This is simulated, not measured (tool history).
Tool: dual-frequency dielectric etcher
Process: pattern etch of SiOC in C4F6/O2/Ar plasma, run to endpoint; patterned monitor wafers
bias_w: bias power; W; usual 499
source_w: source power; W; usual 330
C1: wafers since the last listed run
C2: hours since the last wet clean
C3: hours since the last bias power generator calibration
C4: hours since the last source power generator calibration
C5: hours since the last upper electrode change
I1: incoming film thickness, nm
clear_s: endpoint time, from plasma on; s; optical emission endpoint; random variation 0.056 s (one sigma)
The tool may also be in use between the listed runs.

run 1 hour=0 | bias_w=499 source_w=330 | C1=0 C2=166 C3=1130.9 C4=1317.2 C5=3932.9 | I1=36.06 | clear_s=12.8
run 2 hour=71.4 | bias_w=499 source_w=330 | C1=985 C2=237.4 C3=1202.3 C4=1388.6 C5=4004.3 | I1=36.04 | clear_s=12.8
run 3 hour=129.3 | bias_w=499 source_w=330 | C1=799 C2=295.3 C3=1260.2 C4=1446.5 C5=4062.2 | I1=36.4 | clear_s=12.9
run 4 hour=195.9 | bias_w=465 source_w=330 | C1=919 C2=361.9 C3=1326.8 C4=1513.1 C5=4128.8 | I1=36.67 | clear_s=13.4
run 5 hour=257.2 | bias_w=465 source_w=330 | C1=846 C2=423.2 C3=1388.1 C4=1574.4 C5=4190.1 | I1=36.72 | clear_s=13.4
run 6 hour=350.5 | bias_w=465 source_w=330 | C1=1288 C2=516.5 C3=1481.4 C4=1667.7 C5=4283.4 | I1=36.64 | clear_s=13.7
run 7 hour=381.9 | bias_w=499 source_w=330 | C1=433 C2=547.9 C3=1512.8 C4=1699.1 C5=4314.8 | I1=36.16 | clear_s=13.2
run 8 hour=406.8 | bias_w=499 source_w=330 | C1=343 C2=572.8 C3=1537.7 C4=1724 C5=4339.7 | I1=36.42 | clear_s=13.3
-- hour=461.8 wet clean of the chamber
run 9 hour=462.3 | bias_w=499 source_w=330 | C1=434 C2=0.5 C3=1593.2 C4=1779.5 C5=4395.2 | I1=36.41 | clear_s=12.7
run 10 hour=659.3 | bias_w=499 source_w=330 | C1=2719 C2=197.5 C3=1790.2 C4=1976.5 C5=4592.2 | I1=36.51 | clear_s=12.8
-- hour=675.4 bias power generator calibrated
run 11 hour=716.5 | bias_w=499 source_w=330 | C1=734 C2=254.7 C3=41.1 C4=2033.7 C5=4649.4 | I1=36.43 | clear_s=12.7
run 12 hour=783.5 | bias_w=576 source_w=330 | C1=924 C2=321.7 C3=108.1 C4=2100.7 C5=4716.4 | I1=36.63 | clear_s=12.2
-- hour=810.7 source power generator calibrated
run 13 hour=813.1 | bias_w=499 source_w=330 | C1=353 C2=351.3 C3=137.7 C4=2.4 C5=4746 | I1=36.1 | clear_s=12.7
-- hour=852 upper electrode replaced
run 14 hour=871.2 | bias_w=535 source_w=330 | C1=470 C2=409.4 C3=195.8 C4=60.5 C5=19.2 | I1=36.45 | clear_s=12.6
run 15 hour=937 | bias_w=535 source_w=330 | C1=908 C2=475.2 C3=261.6 C4=126.3 C5=85 | I1=36.41 | clear_s=12.6
run 16 hour=979.6 | bias_w=444 source_w=280 | C1=588 C2=517.8 C3=304.2 C4=168.9 C5=127.6 | I1=36.27 | clear_s=14.6
run 17 hour=1044 | bias_w=499 source_w=330 | C1=889 C2=582.2 C3=368.6 C4=233.3 C5=192 | I1=36.52 | clear_s=13.2
-- hour=1088.6 wet clean of the chamber
run 18 hour=1092.3 | bias_w=623 source_w=330 | C1=335 C2=3.7 C3=416.9 C4=281.6 C5=240.3 | I1=36.26 | clear_s=11.4
run 19 hour=1156.3 | bias_w=460 source_w=280 | C1=883 C2=67.7 C3=480.9 C4=345.6 C5=304.3 | I1=36.65 | clear_s=14.1
run 20 hour=1194.2 | bias_w=499 source_w=330 | C1=523 C2=105.6 C3=518.8 C4=383.5 C5=342.2 | I1=36.52 | clear_s=12.7
run 21 hour=1242.9 | bias_w=533 source_w=290 | C1=672 C2=154.3 C3=567.5 C4=432.2 C5=390.9 | I1=36.17 | clear_s=13.1
run 22 hour=1267.3 | bias_w=499 source_w=270 | C1=336 C2=178.7 C3=591.9 C4=456.6 C5=415.3 | I1=36.03 | clear_s=14
run 23 hour=1338.5 | bias_w=499 source_w=330 | C1=982 C2=249.9 C3=663.1 C4=527.8 C5=486.5 | I1=36.35 | clear_s=12.8
run 24 hour=1398.5 | bias_w=499 source_w=330 | C1=828 C2=309.9 C3=723.1 C4=587.8 C5=546.5 | I1=36.4 | clear_s=12.8
run 25 hour=1450.7 | bias_w=600 source_w=360 | C1=720 C2=362.1 C3=775.3 C4=640 C5=598.7 | I1=36.22 | clear_s=11.6
run 26 hour=1511.2 | bias_w=403 source_w=350 | C1=835 C2=422.6 C3=835.8 C4=700.5 C5=659.2 | I1=37.16 | clear_s=13.9
run 27 hour=1540.5 | bias_w=499 source_w=330 | C1=404 C2=451.9 C3=865.1 C4=729.8 C5=688.5 | I1=36.43 | clear_s=13.1
run 28 hour=1571.2 | bias_w=572 source_w=310 | C1=423 C2=482.6 C3=895.8 C4=760.5 C5=719.2 | I1=36.51 | clear_s=13
run 29 hour=1631.8 | bias_w=499 source_w=360 | C1=836 C2=543.2 C3=956.4 C4=821.1 C5=779.8 | I1=36.5 | clear_s=12.7
-- hour=1661.8 wet clean of the chamber
run 30 hour=1679 | bias_w=612 source_w=390 | C1=320 C2=17.2 C3=1003.6 C4=868.3 C5=827 | I1=35.9 | clear_s=10.8
run 31 hour=1742.3 | bias_w=417 source_w=330 | C1=873 C2=80.5 C3=1066.9 C4=931.6 C5=890.3 | I1=36.34 | clear_s=13.5

5 ways to go on from here, each from the tool as it stands after run 31. What would each give?
run A hour=1742.7 | bias_w=499 source_w=370 | C1=5 C2=80.9 C3=1067.3 C4=932 C5=890.7 | I1=36.12 | clear_s=?
run B hour=1742.7 | bias_w=421 source_w=390 | C1=5 C2=80.9 C3=1067.3 C4=932 C5=890.7 | I1=36.12 | clear_s=?
run C hour=1742.7 | bias_w=420 source_w=330 | C1=5 C2=80.9 C3=1067.3 C4=932 C5=890.7 | I1=36.12 | clear_s=?
run D hour=1742.7 | bias_w=466 source_w=380 | C1=5 C2=80.9 C3=1067.3 C4=932 C5=890.7 | I1=36.12 | clear_s=?
run E hour=1742.7 | bias_w=412 source_w=360 | C1=5 C2=80.9 C3=1067.3 C4=932 C5=890.7 | I1=36.12 | clear_s=?

run=A clear_s=11.9
run=B clear_s=12.3
run=C clear_s=13.3
run=D clear_s=12.1
run=E clear_s=12.9
Without the tool's hidden state the same runs would have given:
run=A clear_s=11.7
run=B clear_s=12.1
run=C clear_s=13.1
run=D clear_s=11.8
run=E clear_s=12.6

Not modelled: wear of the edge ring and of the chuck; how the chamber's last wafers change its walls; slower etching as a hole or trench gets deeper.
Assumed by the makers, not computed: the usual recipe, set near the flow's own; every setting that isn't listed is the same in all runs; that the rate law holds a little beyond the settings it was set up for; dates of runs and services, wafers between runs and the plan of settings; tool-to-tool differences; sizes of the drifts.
